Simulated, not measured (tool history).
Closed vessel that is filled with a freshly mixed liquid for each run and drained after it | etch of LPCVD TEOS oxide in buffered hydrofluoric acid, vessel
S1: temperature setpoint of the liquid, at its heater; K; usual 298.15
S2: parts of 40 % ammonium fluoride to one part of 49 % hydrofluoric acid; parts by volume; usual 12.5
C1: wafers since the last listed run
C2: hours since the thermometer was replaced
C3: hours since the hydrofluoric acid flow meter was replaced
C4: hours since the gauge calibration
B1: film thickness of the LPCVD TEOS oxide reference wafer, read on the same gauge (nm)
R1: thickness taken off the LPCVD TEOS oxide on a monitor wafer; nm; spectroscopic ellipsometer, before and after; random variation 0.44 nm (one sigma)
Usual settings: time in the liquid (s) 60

Run 1, day 0.000: usual settings but time in the liquid (s) 85; C1 0; C2 159.1; C3 1230.0; C4 1611.1; B1 59.99. Result: R1 115.49 nm.
Run 2, day 2.142: usual settings; C1 4822; C2 210.5; C3 1281.4; C4 1662.5; B1 60.01. Result: R1 80.41 nm.
Run 3, day 4.508: usual settings; C1 5328; C2 267.3; C3 1338.2; C4 1719.3; B1 59.99. Result: R1 80.99 nm.
Run 4, day 6.704: usual settings; C1 4944; C2 320.0; C3 1390.9; C4 1772.0; B1 60.02. Result: R1 80.27 nm.
Run 5, day 9.450: usual settings but S1 295.15 K, time in the liquid (s) 50; C1 6182; C2 385.9; C3 1456.8; C4 1837.9; B1 60.00. Result: R1 56.80 nm.
Run 6, day 11.325: usual settings but S1 295.15 K, time in the liquid (s) 50; C1 4221; C2 430.9; C3 1501.8; C4 1882.9; B1 60.01. Result: R1 56.82 nm.
Run 7, day 13.300: usual settings but S1 295.15 K, time in the liquid (s) 50; C1 4447; C2 478.3; C3 1549.2; C4 1930.3; B1 59.98. Result: R1 56.70 nm.
Run 8, day 16.021: usual settings; C1 6126; C2 543.6; C3 1614.5; C4 1995.6; B1 59.98. Result: R1 80.29 nm.
Run 9, day 18.875: usual settings; C1 6426; C2 612.1; C3 1683.0; C4 2064.1; B1 59.99. Result: R1 80.30 nm.
Run 10, day 20.692: usual settings but S1 295.15 K; C1 4090; C2 655.7; C3 1726.6; C4 2107.7; B1 59.99. Result: R1 68.15 nm.
Run 11, day 22.488: usual settings but S1 295.15 K; C1 4043; C2 698.8; C3 1769.7; C4 2150.8; B1 60.00. Result: R1 68.07 nm.
Run 12, day 24.083: usual settings but S1 294.65 K; C1 3593; C2 737.1; C3 1808.0; C4 2189.1; B1 59.99. Result: R1 65.67 nm.
Run 13, day 28.012: usual settings but S1 294.65 K; C1 8847; C2 831.4; C3 1902.3; C4 2283.4; B1 60.00. Result: R1 66.32 nm.
At day 28.175: gauge calibrated.
Run 14, day 29.425: usual settings but S1 294.65 K; C1 3180; C2 865.3; C3 1936.2; C4 30.0; B1 60.01. Result: R1 66.20 nm.
Run 15, day 31.683: usual settings but S1 296.65 K; C1 5085; C2 919.5; C3 1990.4; C4 84.2; B1 60.03. Result: R1 73.40 nm.
Run 16, day 32.971: usual settings but S1 295.65 K, S2 15.0 parts by volume, time in the liquid (s) 80; C1 2899; C2 950.4; C3 2021.3; C4 115.1; B1 59.98. Result: R1 77.47 nm.
Run 17, day 35.392: usual settings but time in the liquid (s) 40; C1 5450; C2 1008.5; C3 2079.4; C4 173.2; B1 59.99. Result: R1 52.87 nm.
Run 18, day 38.008: usual settings but S1 295.65 K, S2 9.5 parts by volume, time in the liquid (s) 70; C1 5891; C2 1071.3; C3 2142.2; C4 236.0; B1 60.01. Result: R1 103.29 nm.
Run 19, day 39.808: usual settings but S1 294.65 K; C1 4052; C2 1114.5; C3 2185.4; C4 279.2; B1 60.00. Result: R1 66.19 nm.
Run 20, day 41.846: usual settings but S2 14.5 parts by volume; C1 4587; C2 1163.4; C3 2234.3; C4 328.1; B1 60.00. Result: R1 68.88 nm.
Run 21, day 43.833: usual settings but S2 15.5 parts by volume, time in the liquid (s) 35; C1 4475; C2 1211.1; C3 2282.0; C4 375.8; B1 59.99. Result: R1 37.65 nm.
Run 22, day 45.908: usual settings; C1 4672; C2 1260.9; C3 2331.8; C4 425.6; B1 60.00. Result: R1 78.39 nm.
At day 47.425: hydrofluoric acid flow meter replaced.
Run 23, day 47.925: usual settings; C1 4447; C2 1309.3; C3 12.0; C4 474.0; B1 60.00. Result: R1 78.94 nm.
Run 24, day 50.325: usual settings but S2 10.5 parts by volume; C1 5403; C2 1366.9; C3 69.6; C4 531.6; B1 59.99. Result: R1 93.53 nm.
At day 50.542: thermometer replaced.
Run 25, day 52.650: usual settings but S1 302.65 K, S2 14.5 parts by volume, time in the liquid (s) 50; C1 5141; C2 50.6; C3 125.4; C4 587.4; B1 60.02. Result: R1 74.59 nm.
Run 26, day 54.471: usual settings but S1 294.15 K, S2 15.0 parts by volume, time in the liquid (s) 85; C1 4099; C2 94.3; C3 169.1; C4 631.1; B1 60.01. Result: R1 77.85 nm.
Run 27, day 56.483: usual settings but S1 294.65 K; C1 4531; C2 142.6; C3 217.4; C4 679.4; B1 60.02. Result: R1 66.75 nm.
Run 28, day 60.396: usual settings but S1 300.15 K, time in the liquid (s) 85; C1 8809; C2 236.5; C3 311.3; C4 773.3; B1 60.00. Result: R1 128.24 nm.
Run 29, day 62.196: usual settings; C1 4052; C2 279.7; C3 354.5; C4 816.5; B1 60.02. Result: R1 81.00 nm.
Run 30, day 64.683: usual settings but S1 295.15 K; C1 5601; C2 339.4; C3 414.2; C4 876.2; B1 60.00. Result: R1 69.22 nm.
Run 31, day 69.546: usual settings; C1 10948; C2 456.1; C3 530.9; C4 992.9; B1 60.01. Result: R1 80.97 nm.
Run 32, day 70.592: usual settings but S1 300.15 K, time in the liquid (s) 45; C1 2354; C2 481.2; C3 556.0; C4 1018.0; B1 59.99. Result: R1 67.49 nm.

Hidden state or all else? Some run-to-run changes of R1, split into what the settings, what came in and random variation would give without the hidden state, and what is left for the hidden state (with any gauge scatter that isn't in both results):
The hidden state here: liquid colder than its thermometer reads (K); hydrofluoric acid flow below the setpoint (%); gauge reads high (%).
Run 17 -> 18: S1 298.15 -> 295.65, S2 12.5 -> 9.5, time in the liquid (s) 40 -> 70. R1 +50.42 nm: hidden state -1.49, all else +51.91.
Run 21 -> 22: S2 15.5 -> 12.5, time in the liquid (s) 35 -> 60. R1 +40.74 nm: hidden state -1.30, all else +42.04.
Run 24 -> 25: S1 298.15 -> 302.65, S2 10.5 -> 14.5, time in the liquid (s) 60 -> 50, thermometer replaced. R1 -18.94 nm: hidden state +2.94, all else -21.88.
Run 27 -> 28: S1 294.65 -> 300.15, time in the liquid (s) 60 -> 85. R1 +61.49 nm: hidden state -0.50, all else +61.99.
Run 28 -> 29: S1 300.15 -> 298.15, time in the liquid (s) 85 -> 60. R1 -47.24 nm: hidden state +0.23, all else -47.47.
